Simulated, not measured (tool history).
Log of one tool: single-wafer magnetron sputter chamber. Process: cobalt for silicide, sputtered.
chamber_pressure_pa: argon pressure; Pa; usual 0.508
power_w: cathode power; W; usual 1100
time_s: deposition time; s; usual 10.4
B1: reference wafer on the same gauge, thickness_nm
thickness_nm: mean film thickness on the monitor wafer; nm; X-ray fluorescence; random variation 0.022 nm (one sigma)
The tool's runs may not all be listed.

Run 1, hour 0: usual settings; B1 4.359. Result: thickness_nm 5.219 nm.
Run 2, hour 54.6: usual settings; B1 4.371. Result: thickness_nm 5.174 nm.
Run 3, hour 120.3: usual settings; B1 4.356. Result: thickness_nm 5.121 nm.
At hour 156.4: sputter target and shields replaced.
Run 4, hour 187.7: usual settings but chamber_pressure_pa 0.391 Pa; B1 4.357. Result: thickness_nm 5.39 nm.
Run 5, hour 256.6: usual settings but chamber_pressure_pa 0.391 Pa; B1 4.364. Result: thickness_nm 5.328 nm.
Run 6, hour 286: usual settings but chamber_pressure_pa 0.391 Pa; B1 4.361. Result: thickness_nm 5.306 nm.
Run 7, hour 341.5: usual settings but time_s 9.8 s; B1 4.363. Result: thickness_nm 4.804 nm.
Run 8, hour 383: usual settings but time_s 9.8 s; B1 4.362. Result: thickness_nm 4.804 nm.
Run 9, hour 412.6: usual settings but chamber_pressure_pa 0.612 Pa, time_s 9.9 s; B1 4.365. Result: thickness_nm 4.693 nm.
At hour 432.8: sputter target and shields replaced.
Run 10, hour 437.6: usual settings but chamber_pressure_pa 0.612 Pa, time_s 9.9 s; B1 4.351. Result: thickness_nm 4.925 nm.
Run 11, hour 461.9: usual settings; B1 4.352. Result: thickness_nm 5.225 nm.
Run 12, hour 532.8: usual settings; B1 4.363. Result: thickness_nm 5.168 nm.
Run 13, hour 605.3: usual settings; B1 4.356. Result: thickness_nm 5.12 nm.
At hour 671.8: sputter target and shields replaced.
Run 14, hour 674.2: usual settings; B1 4.359. Result: thickness_nm 5.341 nm.
Run 15, hour 730.3: usual settings but chamber_pressure_pa 0.414 Pa, power_w 900 W, time_s 11.7 s; B1 4.372. Result: thickness_nm 5.015 nm.
At hour 739.7: gauge calibrated.
Run 16, hour 756.3: usual settings but chamber_pressure_pa 0.448 Pa, time_s 9.7 s; B1 4.357. Result: thickness_nm 4.918 nm.
Run 17, hour 802.5: usual settings but power_w 850 W, time_s 8.7 s; B1 4.361. Result: thickness_nm 3.422 nm.
At hour 817.4: capacitance manometer re-zeroed and calibrated.
At hour 825.5: magnet pack replaced.
Run 18, hour 844.5: usual settings but power_w 1350 W; B1 4.362. Result: thickness_nm 6.219 nm.
Run 19, hour 902.5: usual settings; B1 4.356. Result: thickness_nm 5.126 nm.
Run 20, hour 951.1: usual settings but chamber_pressure_pa 0.583 Pa, power_w 900 W, time_s 11.2 s; B1 4.365. Result: thickness_nm 4.516 nm.
At hour 973.1: sputter target and shields replaced.
Run 21, hour 991.3: usual settings; B1 4.367. Result: thickness_nm 5.266 nm.
Run 22, hour 1054.6: usual settings but time_s 11.4 s; B1 4.36. Result: thickness_nm 5.655 nm.
Run 23, hour 1085.6: usual settings but chamber_pressure_pa 0.357 Pa, power_w 850 W; B1 4.365. Result: thickness_nm 4.275 nm.
Run 24, hour 1111.2: usual settings but chamber_pressure_pa 0.702 Pa; B1 4.361. Result: thickness_nm 4.85 nm.
Run 25, hour 1180.7: usual settings but power_w 1000 W, time_s 11.7 s; B1 4.362. Result: thickness_nm 5.237 nm.
At hour 1233.7: sputter target and shields replaced.
Run 26, hour 1247.8: usual settings but chamber_pressure_pa 0.566 Pa, power_w 850 W, time_s 9.8 s; B1 4.362. Result: thickness_nm 3.871 nm.
Run 27, hour 1279.1: usual settings; B1 4.358. Result: thickness_nm 5.227 nm.
Run 28, hour 1321.5: usual settings but power_w 1050 W; B1 4.371. Result: thickness_nm 4.977 nm.

4 ways to go on from here, each from the tool as it stands after run 28. What would each give?
Run A, hour 1321.9: usual settings but time_s 11.5 s; B1 ?. Result: thickness_nm ?.
Run B, hour 1321.9: usual settings but time_s 8.7 s; B1 ?. Result: thickness_nm ?.
Run C, hour 1321.9: usual settings but chamber_pressure_pa 0.6 Pa; B1 ?. Result: thickness_nm ?.
Run D, hour 1321.9: usual settings but power_w 1200 W; B1 ?. Result: thickness_nm ?.

run     B1  thickness_nm
  A  4.357         5.713
  B  4.357         4.322
  C  4.357         5.035
  D  4.357         5.597
Without the tool's hidden state the same runs would have given:
run  thickness_nm
  A         5.892
  B         4.457
  C         5.193
  D         5.773
